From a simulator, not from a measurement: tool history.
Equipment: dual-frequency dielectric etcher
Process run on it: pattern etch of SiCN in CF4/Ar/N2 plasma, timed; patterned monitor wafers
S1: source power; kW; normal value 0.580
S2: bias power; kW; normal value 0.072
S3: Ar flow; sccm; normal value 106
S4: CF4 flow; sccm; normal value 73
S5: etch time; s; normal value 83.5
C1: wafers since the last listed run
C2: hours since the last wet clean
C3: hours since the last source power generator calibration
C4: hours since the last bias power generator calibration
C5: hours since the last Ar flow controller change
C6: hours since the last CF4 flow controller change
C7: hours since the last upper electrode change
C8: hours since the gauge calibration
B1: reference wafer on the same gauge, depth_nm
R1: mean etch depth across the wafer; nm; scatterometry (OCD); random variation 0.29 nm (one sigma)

{"run": 1, "hour": 0.0, "S1": 0.49, "S2": 0.072, "S3": 91, "S4": 73, "S5": 83.5, "C1": 0, "C2": 375.0, "C3": 187.4, "C4": 1714.2, "C5": 2350.0, "C6": 1553.2, "C7": 2158.7, "C8": 543.4, "B1": 66.3, "R1": 67.7}
{"run": 2, "hour": 20.9, "S1": 0.58, "S2": 0.072, "S3": 106, "S4": 73, "S5": 83.5, "C1": 234, "C2": 395.9, "C3": 208.3, "C4": 1735.1, "C5": 2370.9, "C6": 1574.1, "C7": 2179.6, "C8": 564.3, "B1": 66.3, "R1": 78.2}
{"hour": 49.6, "done": "wet clean of the chamber"}
{"run": 3, "hour": 50.1, "S1": 0.67, "S2": 0.089, "S3": 106, "S4": 73, "S5": 95.5, "C1": 58, "C2": 0.5, "C3": 237.5, "C4": 1764.3, "C5": 2400.1, "C6": 1603.3, "C7": 2208.8, "C8": 593.5, "B1": 66.4, "R1": 112.0}
{"run": 4, "hour": 62.0, "S1": 0.58, "S2": 0.072, "S3": 106, "S4": 73, "S5": 83.5, "C1": 133, "C2": 12.4, "C3": 249.4, "C4": 1776.2, "C5": 2412.0, "C6": 1615.2, "C7": 2220.7, "C8": 605.4, "B1": 66.3, "R1": 81.5}
{"run": 5, "hour": 95.6, "S1": 0.58, "S2": 0.072, "S3": 106, "S4": 73, "S5": 83.5, "C1": 377, "C2": 46.0, "C3": 283.0, "C4": 1809.8, "C5": 2445.6, "C6": 1648.8, "C7": 2254.3, "C8": 639.0, "B1": 66.2, "R1": 81.0}
{"run": 6, "hour": 123.0, "S1": 0.58, "S2": 0.079, "S3": 106, "S4": 85, "S5": 83.5, "C1": 308, "C2": 73.4, "C3": 310.4, "C4": 1837.2, "C5": 2473.0, "C6": 1676.2, "C7": 2281.7, "C8": 666.4, "B1": 66.3, "R1": 83.8}
{"hour": 143.0, "done": "gauge calibrated"}
{"run": 7, "hour": 145.4, "S1": 0.52, "S2": 0.054, "S3": 125, "S4": 73, "S5": 102.5, "C1": 251, "C2": 95.8, "C3": 332.8, "C4": 1859.6, "C5": 2495.4, "C6": 1698.6, "C7": 2304.1, "C8": 2.4, "B1": 66.3, "R1": 82.3}
{"run": 8, "hour": 198.5, "S1": 0.49, "S2": 0.072, "S3": 99, "S4": 73, "S5": 83.5, "C1": 597, "C2": 148.9, "C3": 385.9, "C4": 1912.7, "C5": 2548.5, "C6": 1751.7, "C7": 2357.2, "C8": 55.5, "B1": 66.3, "R1": 68.8}
{"run": 9, "hour": 214.9, "S1": 0.58, "S2": 0.09, "S3": 106, "S4": 88, "S5": 83.5, "C1": 184, "C2": 165.3, "C3": 402.3, "C4": 1929.1, "C5": 2564.9, "C6": 1768.1, "C7": 2373.6, "C8": 71.9, "B1": 66.3, "R1": 85.3}
{"hour": 229.4, "done": "Ar flow controller replaced"}
{"run": 10, "hour": 241.8, "S1": 0.53, "S2": 0.062, "S3": 106, "S4": 68, "S5": 83.5, "C1": 234, "C2": 192.2, "C3": 429.2, "C4": 1956.0, "C5": 12.4, "C6": 1795.0, "C7": 2400.5, "C8": 98.8, "B1": 66.3, "R1": 70.0}
{"run": 11, "hour": 256.2, "S1": 0.67, "S2": 0.072, "S3": 86, "S4": 86, "S5": 65.5, "C1": 161, "C2": 206.6, "C3": 443.6, "C4": 1970.4, "C5": 26.8, "C6": 1809.4, "C7": 2414.9, "C8": 113.2, "B1": 66.3, "R1": 75.5}
{"hour": 270.9, "done": "bias power generator calibrated"}
{"hour": 277.1, "done": "CF4 flow controller replaced"}
{"hour": 290.3, "done": "upper electrode replaced"}
{"run": 12, "hour": 290.8, "S1": 0.58, "S2": 0.072, "S3": 106, "S4": 73, "S5": 83.5, "C1": 128, "C2": 241.2, "C3": 478.2, "C4": 19.9, "C5": 61.4, "C6": 13.7, "C7": 0.5, "C8": 147.8, "B1": 66.2, "R1": 79.5}
{"run": 13, "hour": 316.6, "S1": 0.58, "S2": 0.072, "S3": 106, "S4": 85, "S5": 83.5, "C1": 290, "C2": 267.0, "C3": 504.0, "C4": 45.7, "C5": 87.2, "C6": 39.5, "C7": 26.3, "C8": 173.6, "B1": 66.2, "R1": 80.2}
{"run": 14, "hour": 339.3, "S1": 0.58, "S2": 0.072, "S3": 106, "S4": 73, "S5": 83.5, "C1": 255, "C2": 289.7, "C3": 526.7, "C4": 68.4, "C5": 109.9, "C6": 62.2, "C7": 49.0, "C8": 196.3, "B1": 66.3, "R1": 79.0}
{"run": 15, "hour": 367.2, "S1": 0.58, "S2": 0.061, "S3": 106, "S4": 73, "S5": 83.5, "C1": 313, "C2": 317.6, "C3": 554.6, "C4": 96.3, "C5": 137.8, "C6": 90.1, "C7": 76.9, "C8": 224.2, "B1": 66.3, "R1": 76.2}
{"run": 16, "hour": 397.3, "S1": 0.58, "S2": 0.085, "S3": 106, "S4": 57, "S5": 83.5, "C1": 338, "C2": 347.7, "C3": 584.7, "C4": 126.4, "C5": 167.9, "C6": 120.2, "C7": 107.0, "C8": 254.3, "B1": 66.3, "R1": 78.7}
{"hour": 438.9, "done": "wet clean of the chamber"}
{"run": 17, "hour": 439.4, "S1": 0.69, "S2": 0.082, "S3": 106, "S4": 73, "S5": 67.5, "C1": 203, "C2": 0.5, "C3": 626.8, "C4": 168.5, "C5": 210.0, "C6": 162.3, "C7": 149.1, "C8": 296.4, "B1": 66.3, "R1": 79.5}
{"run": 18, "hour": 449.8, "S1": 0.58, "S2": 0.072, "S3": 106, "S4": 73, "S5": 83.5, "C1": 116, "C2": 10.9, "C3": 637.2, "C4": 178.9, "C5": 220.4, "C6": 172.7, "C7": 159.5, "C8": 306.8, "B1": 66.3, "R1": 81.8}
{"run": 19, "hour": 465.8, "S1": 0.58, "S2": 0.072, "S3": 117, "S4": 63, "S5": 83.5, "C1": 179, "C2": 26.9, "C3": 653.2, "C4": 194.9, "C5": 236.4, "C6": 188.7, "C7": 175.5, "C8": 322.8, "B1": 66.3, "R1": 79.1}
{"run": 20, "hour": 486.8, "S1": 0.69, "S2": 0.072, "S3": 106, "S4": 73, "S5": 108.0, "C1": 236, "C2": 47.9, "C3": 674.2, "C4": 215.9, "C5": 257.4, "C6": 209.7, "C7": 196.5, "C8": 343.8, "B1": 66.3, "R1": 123.6}
{"run": 21, "hour": 506.4, "S1": 0.66, "S2": 0.072, "S3": 106, "S4": 68, "S5": 83.5, "C1": 220, "C2": 67.5, "C3": 693.8, "C4": 235.5, "C5": 277.0, "C6": 229.3, "C7": 216.1, "C8": 363.4, "B1": 66.4, "R1": 91.2}

Below, some changes in R1 between adjacent runs. For each, the amount present without the hidden state too (settings, incoming material, random variation) and the amount remaining for the hidden state with gauge scatter not shared by both compared results:
Hidden conditions of the tool in this case: etch rate over this chamber's usual, %; source power that arrives over what is set, %; bias power that arrives over what is set, %; Ar flow that arrives over what is set, %; CF4 flow that arrives over what is set, %; gauge reads high (%).
Run 2 -> 3: S1 0.580 -> 0.670, S2 0.072 -> 0.089, S5 83.5 -> 95.5, wet clean of the chamber. R1 +33.8 nm: hidden state +3.9, all else +29.9.
Run 16 -> 17: S1 0.580 -> 0.690, S2 0.085 -> 0.082, S4 57 -> 73, S5 83.5 -> 67.5, wet clean of the chamber. R1 +0.8 nm: hidden state +3.4, all else -2.6.
Run 19 -> 20: S1 0.580 -> 0.690, S3 117 -> 106, S4 63 -> 73, S5 83.5 -> 108.0. R1 +44.5 nm: hidden state +0.0, all else +44.5.
